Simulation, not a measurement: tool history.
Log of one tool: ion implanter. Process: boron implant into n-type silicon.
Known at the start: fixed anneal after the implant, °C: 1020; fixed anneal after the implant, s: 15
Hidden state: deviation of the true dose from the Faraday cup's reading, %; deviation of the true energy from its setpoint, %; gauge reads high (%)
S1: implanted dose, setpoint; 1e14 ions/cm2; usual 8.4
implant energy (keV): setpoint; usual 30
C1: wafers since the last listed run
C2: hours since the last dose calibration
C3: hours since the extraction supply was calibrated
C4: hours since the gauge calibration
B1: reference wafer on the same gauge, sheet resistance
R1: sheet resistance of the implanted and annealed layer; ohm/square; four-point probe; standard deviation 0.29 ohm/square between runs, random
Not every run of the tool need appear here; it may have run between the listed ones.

{"run": 1, "hour": 0.0, "S1": 6.69, "implant energy (keV)": 30, "C1": 0, "C2": 2007.1, "C3": 3310.8, "C4": 1210.2, "B1": 124.9, "R1": 160.58}
{"run": 2, "hour": 49.3, "S1": 6.69, "implant energy (keV)": 30, "C1": 542, "C2": 2056.4, "C3": 3360.1, "C4": 1259.5, "B1": 125.08, "R1": 159.4}
{"run": 3, "hour": 94.9, "S1": 7.88, "implant energy (keV)": 30, "C1": 501, "C2": 2102, "C3": 3405.7, "C4": 1305.1, "B1": 124.91, "R1": 139.65}
{"run": 4, "hour": 135.7, "S1": 10.05, "implant energy (keV)": 38, "C1": 448, "C2": 2142.8, "C3": 3446.5, "C4": 1345.9, "B1": 125.05, "R1": 111.76}
{"run": 5, "hour": 162.7, "S1": 10.05, "implant energy (keV)": 38, "C1": 297, "C2": 2169.8, "C3": 3473.5, "C4": 1372.9, "B1": 125.1, "R1": 111.97}
{"run": 6, "hour": 223.8, "S1": 10.05, "implant energy (keV)": 38, "C1": 672, "C2": 2230.9, "C3": 3534.6, "C4": 1434, "B1": 125, "R1": 112.24}
{"run": 7, "hour": 253.3, "S1": 8.4, "implant energy (keV)": 30, "C1": 324, "C2": 2260.4, "C3": 3564.1, "C4": 1463.5, "B1": 124.88, "R1": 131.74}
{"run": 8, "hour": 321.2, "S1": 8.4, "implant energy (keV)": 30, "C1": 746, "C2": 2328.3, "C3": 3632, "C4": 1531.4, "B1": 124.89, "R1": 131.46}
{"run": 9, "hour": 451.3, "S1": 8.4, "implant energy (keV)": 35, "C1": 1431, "C2": 2458.4, "C3": 3762.1, "C4": 1661.5, "B1": 125.06, "R1": 130.14}
{"run": 10, "hour": 495.4, "S1": 8.4, "implant energy (keV)": 35, "C1": 485, "C2": 2502.5, "C3": 3806.2, "C4": 1705.6, "B1": 124.97, "R1": 130.6}
{"hour": 531.9, "done": "Faraday cup replaced and dose calibrated"}
{"run": 11, "hour": 532.4, "S1": 9.71, "implant energy (keV)": 36, "C1": 319, "C2": 0.5, "C3": 3843.2, "C4": 1742.6, "B1": 124.9, "R1": 117.93}
{"hour": 547.5, "done": "extraction supply calibrated"}
{"run": 12, "hour": 588.9, "S1": 9.71, "implant energy (keV)": 36, "C1": 533, "C2": 57, "C3": 41.4, "C4": 1799.1, "B1": 124.9, "R1": 118}
{"run": 13, "hour": 624.3, "S1": 9.71, "implant energy (keV)": 36, "C1": 389, "C2": 92.4, "C3": 76.8, "C4": 1834.5, "B1": 125, "R1": 117.6}
{"run": 14, "hour": 687.7, "S1": 10.35, "implant energy (keV)": 30, "C1": 697, "C2": 155.8, "C3": 140.2, "C4": 1897.9, "B1": 125, "R1": 112.54}
{"hour": 695.5, "done": "gauge calibrated"}
{"run": 15, "hour": 744.9, "S1": 10.35, "implant energy (keV)": 30, "C1": 629, "C2": 213, "C3": 197.4, "C4": 49.4, "B1": 124.97, "R1": 112.86}
{"run": 16, "hour": 787.1, "S1": 8.4, "implant energy (keV)": 30, "C1": 464, "C2": 255.2, "C3": 239.6, "C4": 91.6, "B1": 124.91, "R1": 134.06}
{"run": 17, "hour": 817.1, "S1": 8.4, "implant energy (keV)": 30, "C1": 330, "C2": 285.2, "C3": 269.6, "C4": 121.6, "B1": 125.01, "R1": 134.14}
{"run": 18, "hour": 847.0, "S1": 9.29, "implant energy (keV)": 27, "C1": 328, "C2": 315.1, "C3": 299.5, "C4": 151.5, "B1": 125.03, "R1": 124.01}
{"run": 19, "hour": 907.8, "S1": 8.4, "implant energy (keV)": 30, "C1": 668, "C2": 375.9, "C3": 360.3, "C4": 212.3, "B1": 124.84, "R1": 134.24}
{"run": 20, "hour": 945.8, "S1": 8.4, "implant energy (keV)": 35.5, "C1": 418, "C2": 413.9, "C3": 398.3, "C4": 250.3, "B1": 125.02, "R1": 132.33}
{"run": 21, "hour": 996.0, "S1": 7.88, "implant energy (keV)": 30, "C1": 552, "C2": 464.1, "C3": 448.5, "C4": 300.5, "B1": 124.84, "R1": 141.69}
{"run": 22, "hour": 1067.2, "S1": 6.17, "implant energy (keV)": 30, "C1": 783, "C2": 535.3, "C3": 519.7, "C4": 371.7, "B1": 125, "R1": 173.09}
{"run": 23, "hour": 1108.0, "S1": 9.4, "implant energy (keV)": 33.5, "C1": 448, "C2": 576.1, "C3": 560.5, "C4": 412.5, "B1": 124.8, "R1": 120.95}
{"run": 24, "hour": 1132.1, "S1": 6.08, "implant energy (keV)": 36, "C1": 265, "C2": 600.2, "C3": 584.6, "C4": 436.6, "B1": 125, "R1": 172.1}
{"run": 25, "hour": 1199.2, "S1": 10.62, "implant energy (keV)": 19.5, "C1": 738, "C2": 667.3, "C3": 651.7, "C4": 503.7, "B1": 124.96, "R1": 113.86}
{"run": 26, "hour": 1264.9, "S1": 9.47, "implant energy (keV)": 27.5, "C1": 722, "C2": 733, "C3": 717.4, "C4": 569.4, "B1": 124.96, "R1": 121.4}
{"run": 27, "hour": 1289.7, "S1": 7.77, "implant energy (keV)": 26.5, "C1": 272, "C2": 757.8, "C3": 742.2, "C4": 594.2, "B1": 124.87, "R1": 144.12}
{"run": 28, "hour": 1357.4, "S1": 9.71, "implant energy (keV)": 36, "C1": 744, "C2": 825.5, "C3": 809.9, "C4": 661.9, "B1": 124.83, "R1": 116.74}
{"run": 29, "hour": 1415.4, "S1": 7.57, "implant energy (keV)": 25.5, "C1": 638, "C2": 883.5, "C3": 867.9, "C4": 719.9, "B1": 124.89, "R1": 147.47}
{"run": 30, "hour": 1475.8, "S1": 9.71, "implant energy (keV)": 36, "C1": 664, "C2": 943.9, "C3": 928.3, "C4": 780.3, "B1": 125.01, "R1": 116.77}
{"run": 31, "hour": 1508.1, "S1": 6.74, "implant energy (keV)": 22, "C1": 355, "C2": 976.2, "C3": 960.6, "C4": 812.6, "B1": 125.09, "R1": 164.7}
{"run": 32, "hour": 1563.5, "S1": 9.47, "implant energy (keV)": 32.5, "C1": 609, "C2": 1031.6, "C3": 1016, "C4": 868, "B1": 124.98, "R1": 120.12}
{"run": 33, "hour": 1629.8, "S1": 8.4, "implant energy (keV)": 30, "C1": 729, "C2": 1097.9, "C3": 1082.3, "C4": 934.3, "B1": 125.02, "R1": 133.68}
{"run": 34, "hour": 1701.4, "S1": 8.4, "implant energy (keV)": 19.5, "C1": 787, "C2": 1169.5, "C3": 1153.9, "C4": 1005.9, "B1": 124.99, "R1": 138.17}
{"run": 35, "hour": 1903.1, "S1": 8.4, "implant energy (keV)": 30, "C1": 2218, "C2": 1371.2, "C3": 1355.6, "C4": 1207.6, "B1": 125.06, "R1": 132.98}
{"run": 36, "hour": 1953.5, "S1": 6.4, "implant energy (keV)": 35, "C1": 554, "C2": 1421.6, "C3": 1406, "C4": 1258, "B1": 124.94, "R1": 164.4}
{"run": 37, "hour": 1983.5, "S1": 10.69, "implant energy (keV)": 30, "C1": 330, "C2": 1451.6, "C3": 1436, "C4": 1288, "B1": 124.93, "R1": 108.83}

What if the next run were any one of these 4? Each begins from the tool's condition after run 37:
{"run": "A", "hour": 1983.9, "S1": 10.54, "implant energy (keV)": 30, "C1": 4, "C2": 1452, "C3": 1436.4, "C4": 1288.4, "B1": "?", "R1": "?"}
{"run": "B", "hour": 1983.9, "S1": 10.21, "implant energy (keV)": 22.5, "C1": 4, "C2": 1452, "C3": 1436.4, "C4": 1288.4, "B1": "?", "R1": "?"}
{"run": "C", "hour": 1983.9, "S1": 7.36, "implant energy (keV)": 35.5, "C1": 4, "C2": 1452, "C3": 1436.4, "C4": 1288.4, "B1": "?", "R1": "?"}
{"run": "D", "hour": 1983.9, "S1": 7.76, "implant energy (keV)": 26.5, "C1": 4, "C2": 1452, "C3": 1436.4, "C4": 1288.4, "B1": "?", "R1": "?"}

run=A B1=125 R1=110.03
run=B B1=125 R1=115.27
run=C B1=125 R1=146.41
run=D B1=125 R1=143.56
Without the tool's unlogged condition, the same runs would have read:
run=A R1=111.31
run=B R1=116.62
run=C R1=148.1
run=D R1=145.28

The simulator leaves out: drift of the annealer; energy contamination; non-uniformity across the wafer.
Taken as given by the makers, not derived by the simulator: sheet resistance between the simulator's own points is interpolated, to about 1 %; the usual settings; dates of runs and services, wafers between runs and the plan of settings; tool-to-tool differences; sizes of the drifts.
